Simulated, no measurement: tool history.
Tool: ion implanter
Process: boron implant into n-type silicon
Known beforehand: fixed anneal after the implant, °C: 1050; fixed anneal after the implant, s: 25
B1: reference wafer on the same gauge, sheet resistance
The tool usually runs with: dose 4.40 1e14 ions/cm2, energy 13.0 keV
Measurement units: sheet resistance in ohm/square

{"run": 1, "hour": 0.0, "dose": 4.4, "energy": 13.0, "B1": 221.9, "sheet resistance": 242.39}
{"run": 2, "hour": 83.2, "dose": 4.4, "energy": 13.0, "B1": 221.96, "sheet resistance": 244.32}
{"run": 3, "hour": 314.7, "dose": 4.4, "energy": 16.5, "B1": 221.96, "sheet resistance": 237.78}
{"run": 4, "hour": 355.1, "dose": 4.4, "energy": 13.0, "B1": 221.81, "sheet resistance": 243.31}
{"run": 5, "hour": 445.8, "dose": 4.4, "energy": 13.0, "B1": 222.22, "sheet resistance": 244.86}
{"run": 6, "hour": 505.1, "dose": 4.4, "energy": 10.0, "B1": 222.01, "sheet resistance": 249.49}
{"run": 7, "hour": 542.0, "dose": 4.4, "energy": 10.0, "B1": 222.17, "sheet resistance": 250.35}
{"run": 8, "hour": 626.6, "dose": 4.9, "energy": 13.0, "B1": 222.07, "sheet resistance": 222.92}
{"hour": 657.8, "done": "Faraday cup replaced and dose calibrated, repeated, since the last time left the tool worse"}
{"run": 9, "hour": 672.1, "dose": 4.4, "energy": 13.0, "B1": 221.96, "sheet resistance": 230.57}
{"run": 10, "hour": 778.7, "dose": 4.4, "energy": 13.0, "B1": 222.07, "sheet resistance": 230.68}
{"run": 11, "hour": 833.1, "dose": 4.4, "energy": 13.0, "B1": 222.05, "sheet resistance": 231.25}
{"run": 12, "hour": 908.6, "dose": 4.4, "energy": 13.0, "B1": 221.9, "sheet resistance": 230.89}
{"run": 13, "hour": 981.5, "dose": 4.4, "energy": 13.0, "B1": 222.0, "sheet resistance": 230.78}
{"run": 14, "hour": 1089.1, "dose": 4.4, "energy": 13.0, "B1": 221.92, "sheet resistance": 231.03}
{"run": 15, "hour": 1162.1, "dose": 3.48, "energy": 15.5, "B1": 222.02, "sheet resistance": 276.47}
{"run": 16, "hour": 1249.1, "dose": 5.57, "energy": 13.0, "B1": 222.31, "sheet resistance": 189.91}
{"run": 17, "hour": 1347.9, "dose": 4.4, "energy": 13.0, "B1": 222.17, "sheet resistance": 232.3}
{"hour": 1419.6, "done": "extraction supply calibrated"}
{"run": 18, "hour": 1442.7, "dose": 4.4, "energy": 13.0, "B1": 222.07, "sheet resistance": 232.18}
{"run": 19, "hour": 1510.0, "dose": 4.4, "energy": 13.0, "B1": 222.04, "sheet resistance": 232.48}
{"run": 20, "hour": 1567.5, "dose": 4.85, "energy": 14.5, "B1": 221.96, "sheet resistance": 212.5}
{"hour": 1583.2, "done": "gauge calibrated"}
{"run": 21, "hour": 1658.4, "dose": 4.8, "energy": 9.0, "B1": 221.86, "sheet resistance": 226.71}
{"run": 22, "hour": 1743.8, "dose": 3.97, "energy": 11.5, "B1": 222.03, "sheet resistance": 258.09}
{"run": 23, "hour": 1802.0, "dose": 4.4, "energy": 12.0, "B1": 221.97, "sheet resistance": 235.77}
{"hour": 1890.5, "done": "Faraday cup replaced and dose calibrated"}
{"run": 24, "hour": 1907.5, "dose": 3.95, "energy": 17.0, "B1": 222.08, "sheet resistance": 244.82}
{"run": 25, "hour": 1998.9, "dose": 3.16, "energy": 9.0, "B1": 221.84, "sheet resistance": 317.64}
{"run": 26, "hour": 2083.7, "dose": 5.23, "energy": 13.0, "B1": 221.93, "sheet resistance": 199.48}
{"run": 27, "hour": 2178.1, "dose": 5.63, "energy": 11.5, "B1": 222.09, "sheet resistance": 190.33}
{"run": 28, "hour": 2265.7, "dose": 4.4, "energy": 17.5, "B1": 221.89, "sheet resistance": 224.01}
{"run": 29, "hour": 2316.6, "dose": 3.84, "energy": 17.5, "B1": 222.08, "sheet resistance": 252.18}
{"run": 30, "hour": 2401.3, "dose": 4.4, "energy": 13.0, "B1": 222.07, "sheet resistance": 231.62}
{"run": 31, "hour": 2467.0, "dose": 3.82, "energy": 13.0, "B1": 221.95, "sheet resistance": 259.8}
{"run": 32, "hour": 2570.0, "dose": 4.4, "energy": 13.0, "B1": 221.82, "sheet resistance": 232.25}
{"run": 33, "hour": 2616.3, "dose": 5.01, "energy": 16.5, "B1": 222.15, "sheet resistance": 202.96}
{"run": 34, "hour": 2720.7, "dose": 4.4, "energy": 13.0, "B1": 222.07, "sheet resistance": 231.83}
{"run": 35, "hour": 2761.3, "dose": 4.91, "energy": 11.0, "B1": 221.94, "sheet resistance": 215.71}
{"run": 36, "hour": 2798.2, "dose": 4.4, "energy": 13.0, "B1": 221.91, "sheet resistance": 232.05}
{"run": 37, "hour": 2892.8, "dose": 4.4, "energy": 13.0, "B1": 221.89, "sheet resistance": 234.42}
{"run": 38, "hour": 2962.4, "dose": 4.4, "energy": 9.5, "B1": 222.02, "sheet resistance": 241.28}

3 ways to go on from here, each from the tool as it stands after run 38. What would each give?
{"run": "A", "hour": 2962.8, "dose": 4.4, "energy": 17.0, "B1": "?", "sheet resistance": "?"}
{"run": "B", "hour": 2962.8, "dose": 5.17, "energy": 17.5, "B1": "?", "sheet resistance": "?"}
{"run": "C", "hour": 2962.8, "dose": 3.34, "energy": 9.5, "B1": "?", "sheet resistance": "?"}

run=A B1=222.12 sheet_resistance=226.50
run=B B1=222.12 sheet_resistance=197.50
run=C B1=222.12 sheet_resistance=303.65
With the hidden condition removed and each run's random variation left untouched, the same runs would have given:
run=A sheet_resistance=224.02
run=B sheet_resistance=195.31
run=C sheet_resistance=300.28

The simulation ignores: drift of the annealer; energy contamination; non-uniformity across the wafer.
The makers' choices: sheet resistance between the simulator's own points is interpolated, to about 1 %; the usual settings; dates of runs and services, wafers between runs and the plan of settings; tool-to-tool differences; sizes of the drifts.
